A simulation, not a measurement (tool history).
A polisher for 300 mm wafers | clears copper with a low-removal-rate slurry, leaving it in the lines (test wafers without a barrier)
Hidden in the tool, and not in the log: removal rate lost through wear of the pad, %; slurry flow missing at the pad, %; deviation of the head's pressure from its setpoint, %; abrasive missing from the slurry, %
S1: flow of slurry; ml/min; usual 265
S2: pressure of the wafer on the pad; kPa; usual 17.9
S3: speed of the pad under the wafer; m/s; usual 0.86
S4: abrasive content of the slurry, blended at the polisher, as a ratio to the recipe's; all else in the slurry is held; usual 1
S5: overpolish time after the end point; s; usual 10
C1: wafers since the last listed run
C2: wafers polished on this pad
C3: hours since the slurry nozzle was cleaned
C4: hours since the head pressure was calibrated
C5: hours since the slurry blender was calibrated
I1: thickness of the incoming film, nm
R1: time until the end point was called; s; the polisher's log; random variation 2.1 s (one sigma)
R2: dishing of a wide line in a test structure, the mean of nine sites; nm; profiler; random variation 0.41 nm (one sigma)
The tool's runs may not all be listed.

Run 1, hour 0: usual settings; C1 0; C2 5034; C3 567.6; C4 594.6; C5 253.8; I1 345. Result: R1 164.4 s, R2 15.8 nm.
Run 2, hour 69: usual settings but S5 7 s; C1 555; C2 5589; C3 636.6; C4 663.6; C5 322.8; I1 340.6. Result: R1 165.2 s, R2 11.3 nm.
At hour 83.9: slurry nozzle cleaned.
Run 3, hour 111.4: usual settings; C1 333; C2 5923; C3 27.5; C4 706; C5 365.2; I1 345.5. Result: R1 164.6 s, R2 15.3 nm.
Run 4, hour 180.3: usual settings; C1 554; C2 6477; C3 96.4; C4 774.9; C5 434.1; I1 340.3. Result: R1 164.5 s, R2 15.9 nm.
At hour 206: worn pad replaced by a new one.
Run 5, hour 283.3: usual settings but S1 225 ml/min, S2 13.1 kPa, S3 0.72 m/s, S4 0.8; C1 796; C2 622; C3 199.4; C4 877.9; C5 537.1; I1 339.7. Result: R1 263 s, R2 10 nm.
Run 6, hour 374.4: usual settings but S5 12 s; C1 733; C2 1355; C3 290.5; C4 969; C5 628.2; I1 336.1. Result: R1 155 s, R2 18.3 nm.
At hour 413.6: slurry blender recalibrated.
Run 7, hour 414.1: usual settings; C1 303; C2 1658; C3 330.2; C4 1008.7; C5 0.5; I1 339.6. Result: R1 156.1 s, R2 15.8 nm.
Run 8, hour 468: usual settings; C1 433; C2 2092; C3 384.1; C4 1062.6; C5 54.4; I1 338.3. Result: R1 157.2 s, R2 15.7 nm.
Run 9, hour 506.8: usual settings but S2 13.1 kPa; C1 312; C2 2405; C3 422.9; C4 1101.4; C5 93.2; I1 335.5. Result: R1 216.1 s, R2 11.4 nm.
At hour 521.7: head pressure recalibrated.
Run 10, hour 568.4: usual settings but S1 305 ml/min, S2 20.7 kPa, S3 1.08 m/s, S5 14 s; C1 479; C2 2884; C3 484.5; C4 46.7; C5 154.8; I1 336.1. Result: R1 108.7 s, R2 27.7 nm.
Run 11, hour 626.8: usual settings but S2 14.5 kPa, S3 0.66 m/s, S5 13 s; C1 469; C2 3354; C3 542.9; C4 105.1; C5 213.2; I1 347.7. Result: R1 267.9 s, R2 12.9 nm.
Run 12, hour 669.5: usual settings but S1 340 ml/min, S4 0.75, S5 6 s; C1 343; C2 3698; C3 585.6; C4 147.8; C5 255.9; I1 341.2. Result: R1 164.1 s, R2 9.6 nm.
Run 13, hour 731.8: usual settings but S1 320 ml/min, S2 15.9 kPa, S4 0.85, S5 13 s; C1 501; C2 4199; C3 647.9; C4 210.1; C5 318.2; I1 341.3. Result: R1 182.6 s, R2 17.9 nm.
Run 14, hour 793.6: usual settings but S4 0.75; C1 497; C2 4696; C3 709.7; C4 271.9; C5 380; I1 341.1. Result: R1 175.3 s, R2 15.1 nm.
Run 15, hour 893.7: usual settings but S1 185 ml/min, S2 14.5 kPa, S4 0.8; C1 805; C2 5502; C3 809.8; C4 372; C5 480.1; I1 340. Result: R1 216.6 s, R2 12.2 nm.
At hour 919.9: slurry nozzle cleaned.
Run 16, hour 949.5: usual settings but S1 170 ml/min, S2 13.1 kPa, S3 0.74 m/s, S4 1.25; C1 441; C2 5943; C3 29.6; C4 427.8; C5 535.9; I1 342.7. Result: R1 263.6 s, R2 10.1 nm.
At hour 976.3: worn pad replaced by a new one.
Run 17, hour 988.1: usual settings; C1 278; C2 95; C3 68.2; C4 466.4; C5 574.5; I1 339.1. Result: R1 152.9 s, R2 16 nm.
Run 18, hour 1122.9: usual settings but S1 300 ml/min, S2 20 kPa, S4 1.1, S5 5 s; C1 1084; C2 1180; C3 203; C4 601.2; C5 709.3; I1 338.4. Result: R1 138.4 s, R2 9.5 nm.
Run 19, hour 1199: usual settings but S2 24.1 kPa, S4 0.7, S5 15 s; C1 612; C2 1792; C3 279.1; C4 677.3; C5 785.4; I1 341.5. Result: R1 126.4 s, R2 27.5 nm.
At hour 1254.9: slurry blender recalibrated.
Run 20, hour 1285.8: usual settings; C1 682; C2 2474; C3 365.9; C4 764.1; C5 30.9; I1 339.6. Result: R1 162.4 s, R2 15.6 nm.
Run 21, hour 1346.5: usual settings but S4 1.1; C1 488; C2 2963; C3 426.6; C4 824.8; C5 91.6; I1 339.6. Result: R1 156.2 s, R2 15.7 nm.
Run 22, hour 1412.5: usual settings; C1 531; C2 3494; C3 492.6; C4 890.8; C5 157.6; I1 344.4. Result: R1 165.8 s, R2 15.3 nm.
Run 23, hour 1511.1: usual settings but S1 350 ml/min, S2 12.4 kPa; C1 793; C2 4288; C3 591.2; C4 989.4; C5 256.2; I1 334.3. Result: R1 222.9 s, R2 11.5 nm.
At hour 1546.4: slurry nozzle cleaned.
Run 24, hour 1592.1: usual settings; C1 643; C2 4931; C3 45.7; C4 1070.4; C5 337.2; I1 340.7. Result: R1 163.1 s, R2 15.5 nm.
At hour 1662.6: worn pad replaced by a new one.
Run 25, hour 1680: usual settings but S2 14.5 kPa, S3 1 m/s, S4 0.9; C1 675; C2 140; C3 133.6; C4 1158.3; C5 425.1; I1 346.9. Result: R1 168.4 s, R2 14.4 nm.
Run 26, hour 1785.2: usual settings but S2 21.4 kPa, S3 1.16 m/s, S4 0.75, S5 8 s; C1 846; C2 987; C3 238.8; C4 1263.5; C5 530.3; I1 343.5. Result: R1 101.3 s, R2 19.4 nm.

The next listed run, before its measurement:
Run 27, hour 1835.2: usual settings; C1 402; C2 1389; C3 288.8; C4 1313.5; C5 580.3; I1 335. Result: R1 ?, R2 ?.

Run 27 gave R1 156.1 s, R2 16.3 nm.
Without the tool's hidden state the same run would have given R1 149.1 s, R2 17 nm.

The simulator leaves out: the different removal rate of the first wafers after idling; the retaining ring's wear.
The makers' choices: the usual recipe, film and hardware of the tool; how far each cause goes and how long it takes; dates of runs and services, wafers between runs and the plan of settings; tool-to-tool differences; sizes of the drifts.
